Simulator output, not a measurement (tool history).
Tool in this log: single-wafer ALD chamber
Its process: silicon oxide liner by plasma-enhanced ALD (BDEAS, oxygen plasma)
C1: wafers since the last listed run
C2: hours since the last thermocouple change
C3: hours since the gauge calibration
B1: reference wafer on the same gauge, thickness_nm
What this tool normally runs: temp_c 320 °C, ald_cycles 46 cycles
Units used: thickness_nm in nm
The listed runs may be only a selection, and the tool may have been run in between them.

run 1 day=0 | temp_c=320 ald_cycles=46 | C1=0 C2=1842.1 C3=1335.5 | B1=4.95 | thickness_nm=4.285
-- day=6.921 thermocouple changed; heater temperature recalibrated
run 2 day=7.146 | temp_c=311 ald_cycles=43 | C1=1565 C2=5.4 C3=1507 | B1=4.947 | thickness_nm=4.124
run 3 day=10.092 | temp_c=311 ald_cycles=43 | C1=676 C2=76.1 C3=1577.7 | B1=4.954 | thickness_nm=4.106
run 4 day=12.796 | temp_c=320 ald_cycles=46 | C1=621 C2=141 C3=1642.6 | B1=4.949 | thickness_nm=4.323
run 5 day=15.888 | temp_c=320 ald_cycles=42 | C1=710 C2=215.2 C3=1716.8 | B1=4.951 | thickness_nm=3.939
run 6 day=19.104 | temp_c=320 ald_cycles=42 | C1=739 C2=292.4 C3=1794 | B1=4.949 | thickness_nm=3.942
run 7 day=21.821 | temp_c=311 ald_cycles=52 | C1=624 C2=357.6 C3=1859.2 | B1=4.952 | thickness_nm=4.935
run 8 day=33 | temp_c=311 ald_cycles=52 | C1=2568 C2=625.9 C3=2127.5 | B1=4.951 | thickness_nm=4.943
run 9 day=34.983 | temp_c=311 ald_cycles=52 | C1=455 C2=673.5 C3=2175.1 | B1=4.95 | thickness_nm=4.935
run 10 day=37.842 | temp_c=320 ald_cycles=46 | C1=656 C2=742.1 C3=2243.7 | B1=4.948 | thickness_nm=4.311
-- day=40.196 gauge calibrated
run 11 day=40.208 | temp_c=320 ald_cycles=46 | C1=543 C2=798.9 C3=0.3 | B1=4.951 | thickness_nm=4.297
run 12 day=42.862 | temp_c=320 ald_cycles=46 | C1=609 C2=862.6 C3=64 | B1=4.954 | thickness_nm=4.306
run 13 day=46.683 | temp_c=320 ald_cycles=46 | C1=877 C2=954.3 C3=155.7 | B1=4.954 | thickness_nm=4.294
run 14 day=49.338 | temp_c=320 ald_cycles=46 | C1=609 C2=1018 C3=219.4 | B1=4.954 | thickness_nm=4.298
run 15 day=51.654 | temp_c=320 ald_cycles=52 | C1=532 C2=1073.6 C3=275 | B1=4.952 | thickness_nm=4.845
run 16 day=53.167 | temp_c=320 ald_cycles=46 | C1=347 C2=1109.9 C3=311.3 | B1=4.948 | thickness_nm=4.301
run 17 day=55.108 | temp_c=320 ald_cycles=46 | C1=446 C2=1156.5 C3=357.9 | B1=4.948 | thickness_nm=4.29
run 18 day=57.05 | temp_c=320 ald_cycles=46 | C1=446 C2=1203.1 C3=404.5 | B1=4.951 | thickness_nm=4.299
run 19 day=58.638 | temp_c=320 ald_cycles=46 | C1=364 C2=1241.2 C3=442.6 | B1=4.95 | thickness_nm=4.306
run 20 day=62.021 | temp_c=320 ald_cycles=46 | C1=777 C2=1322.4 C3=523.8 | B1=4.946 | thickness_nm=4.296
run 21 day=63.583 | temp_c=320 ald_cycles=46 | C1=359 C2=1359.9 C3=561.3 | B1=4.951 | thickness_nm=4.306
run 22 day=66.996 | temp_c=305 ald_cycles=43 | C1=784 C2=1441.8 C3=643.2 | B1=4.952 | thickness_nm=4.126
run 23 day=68.962 | temp_c=313 ald_cycles=40 | C1=451 C2=1489 C3=690.4 | B1=4.951 | thickness_nm=3.79
run 24 day=71.733 | temp_c=320 ald_cycles=38 | C1=636 C2=1555.5 C3=756.9 | B1=4.948 | thickness_nm=3.554
run 25 day=75.217 | temp_c=314 ald_cycles=46 | C1=800 C2=1639.1 C3=840.5 | B1=4.954 | thickness_nm=4.33
run 26 day=78.479 | temp_c=325 ald_cycles=53 | C1=749 C2=1717.4 C3=918.8 | B1=4.948 | thickness_nm=4.919
run 27 day=81.508 | temp_c=320 ald_cycles=46 | C1=696 C2=1790.1 C3=991.5 | B1=4.953 | thickness_nm=4.297
run 28 day=85.108 | temp_c=320 ald_cycles=46 | C1=827 C2=1876.5 C3=1077.9 | B1=4.951 | thickness_nm=4.27
run 29 day=87.704 | temp_c=330 ald_cycles=42 | C1=596 C2=1938.8 C3=1140.2 | B1=4.948 | thickness_nm=3.845
run 30 day=91.696 | temp_c=320 ald_cycles=46 | C1=917 C2=2034.6 C3=1236 | B1=4.95 | thickness_nm=4.292
-- day=93.638 thermocouple changed; heater temperature recalibrated
run 31 day=95.804 | temp_c=320 ald_cycles=46 | C1=867 C2=52 C3=1334.6 | B1=4.951 | thickness_nm=4.332
run 32 day=107.45 | temp_c=306 ald_cycles=52 | C1=2676 C2=331.5 C3=1614.1 | B1=4.951 | thickness_nm=4.968
run 33 day=111.121 | temp_c=320 ald_cycles=46 | C1=843 C2=419.6 C3=1702.2 | B1=4.95 | thickness_nm=4.341
run 34 day=113.808 | temp_c=306 ald_cycles=54 | C1=617 C2=484.1 C3=1766.7 | B1=4.951 | thickness_nm=5.16
run 35 day=117.262 | temp_c=308 ald_cycles=53 | C1=793 C2=567 C3=1849.6 | B1=4.949 | thickness_nm=5.034
run 36 day=118.871 | temp_c=306 ald_cycles=41 | C1=369 C2=605.6 C3=1888.2 | B1=4.95 | thickness_nm=3.916
run 37 day=121.758 | temp_c=320 ald_cycles=46 | C1=663 C2=674.9 C3=1957.5 | B1=4.95 | thickness_nm=4.325
run 38 day=124.271 | temp_c=316 ald_cycles=49 | C1=577 C2=735.2 C3=2017.8 | B1=4.952 | thickness_nm=4.623
-- day=125.425 gauge calibrated
run 39 day=126.8 | temp_c=305 ald_cycles=55 | C1=581 C2=795.9 C3=33 | B1=4.953 | thickness_nm=5.245
run 40 day=130.104 | temp_c=308 ald_cycles=55 | C1=759 C2=875.2 C3=112.3 | B1=4.951 | thickness_nm=5.264
run 41 day=131.988 | temp_c=320 ald_cycles=37 | C1=432 C2=920.4 C3=157.5 | B1=4.949 | thickness_nm=3.465

Predict each of these 4 candidate next runs independently; none follows another, all start after run 41:
run A day=132.008 | temp_c=320 ald_cycles=44 | C1=4 C2=920.9 C3=158 | B1=? | thickness_nm=?
run B day=132.008 | temp_c=331 ald_cycles=40 | C1=4 C2=920.9 C3=158 | B1=? | thickness_nm=?
run C day=132.008 | temp_c=324 ald_cycles=53 | C1=4 C2=920.9 C3=158 | B1=? | thickness_nm=?
run D day=132.008 | temp_c=320 ald_cycles=39 | C1=4 C2=920.9 C3=158 | B1=? | thickness_nm=?

run=A B1=4.949 thickness_nm=4.127
run=B B1=4.949 thickness_nm=3.688
run=C B1=4.949 thickness_nm=4.941
run=D B1=4.949 thickness_nm=3.658
Without the tool's hidden state the same runs would have given:
run=A thickness_nm=4.153
run=B thickness_nm=3.712
run=C thickness_nm=4.972
run=D thickness_nm=3.681
